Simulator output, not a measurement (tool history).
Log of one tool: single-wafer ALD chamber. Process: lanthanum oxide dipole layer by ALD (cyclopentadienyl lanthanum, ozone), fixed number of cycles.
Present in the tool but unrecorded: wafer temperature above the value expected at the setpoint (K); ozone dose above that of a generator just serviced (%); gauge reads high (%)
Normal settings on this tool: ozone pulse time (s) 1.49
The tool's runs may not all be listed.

run,day,ozone pulse time (s),wafers since the last listed run,hours since the last thermocouple change,hours since the last ozone generator service,hours since the showerhead was replaced,hours since the gauge calibration,"read-back reference wafer on the same gauge, thickness_nm",mean film thickness on the monitor wafer (nm)
1,0.000,1.65,0,229.2,1292.2,2837.7,1104.0,0.523,0.522
# day 0.467: gauge calibrated
2,2.108,1.65,1327,279.8,1342.8,2888.3,39.4,0.539,0.542
3,3.796,1.65,1062,320.3,1383.3,2928.8,79.9,0.539,0.538
4,6.100,1.49,1450,375.6,1438.6,2984.1,135.2,0.539,0.531
5,7.904,1.49,1135,418.9,1481.9,3027.4,178.5,0.538,0.534
6,15.992,1.49,5091,613.0,1676.0,3221.5,372.6,0.538,0.530
7,18.454,1.49,1550,672.1,1735.1,3280.6,431.7,0.537,0.533
# day 19.688: ozone generator serviced
8,19.708,1.13,579,702.2,0.5,3310.7,461.8,0.537,0.504
9,20.800,1.13,687,728.4,26.7,3336.9,488.0,0.536,0.507
10,21.921,1.02,705,755.3,53.6,3363.8,514.9,0.536,0.497
# day 22.300: showerhead replaced
11,27.408,1.02,3244,887.0,185.3,122.6,646.6,0.534,0.492
12,28.825,1.07,891,921.0,219.3,156.6,680.6,0.533,0.497
# day 29.675: thermocouple changed; heater temperature recalibrated
13,30.183,1.49,645,12.2,251.9,189.2,713.2,0.532,0.527
14,34.508,2.00,2722,116.0,355.7,293.0,817.0,0.531,0.542
15,37.371,1.05,1802,184.7,424.4,361.7,885.7,0.530,0.492
16,39.454,1.64,1311,234.7,474.4,411.7,935.7,0.528,0.528
# day 40.338: gauge calibrated
17,42.433,1.04,1875,306.2,545.9,483.2,50.3,0.539,0.505
18,45.142,1.69,1705,371.2,610.9,548.2,115.3,0.539,0.541
19,46.304,1.49,731,399.1,638.8,576.1,143.2,0.539,0.535
20,49.004,1.82,1699,463.9,703.6,640.9,208.0,0.539,0.544
21,50.638,1.68,1028,503.1,742.8,680.1,247.2,0.538,0.541
22,53.021,1.78,1500,560.3,800.0,737.3,304.4,0.538,0.547
23,55.479,1.13,1547,619.3,859.0,796.3,363.4,0.537,0.510
24,56.838,1.77,855,651.9,891.6,828.9,396.0,0.537,0.546
25,58.962,1.75,1337,702.9,942.6,879.9,447.0,0.537,0.539

Forecast each of these 4 alternatives for the next run:
A,58.979,1.49,10,703.3,943.0,880.3,447.4,?,?
B,58.979,1.86,10,703.3,943.0,880.3,447.4,?,?
C,58.979,1.25,10,703.3,943.0,880.3,447.4,?,?
D,58.979,1.97,10,703.3,943.0,880.3,447.4,?,?

run,"read-back reference wafer on the same gauge, thickness_nm",mean film thickness on the monitor wafer (nm)
A,0.537,0.530
B,0.537,0.543
C,0.537,0.516
D,0.537,0.546
Stripped of hidden state, with their random variation kept, the same runs would have yielded:
run,mean film thickness on the monitor wafer (nm)
A,0.532
B,0.546
C,0.518
D,0.548

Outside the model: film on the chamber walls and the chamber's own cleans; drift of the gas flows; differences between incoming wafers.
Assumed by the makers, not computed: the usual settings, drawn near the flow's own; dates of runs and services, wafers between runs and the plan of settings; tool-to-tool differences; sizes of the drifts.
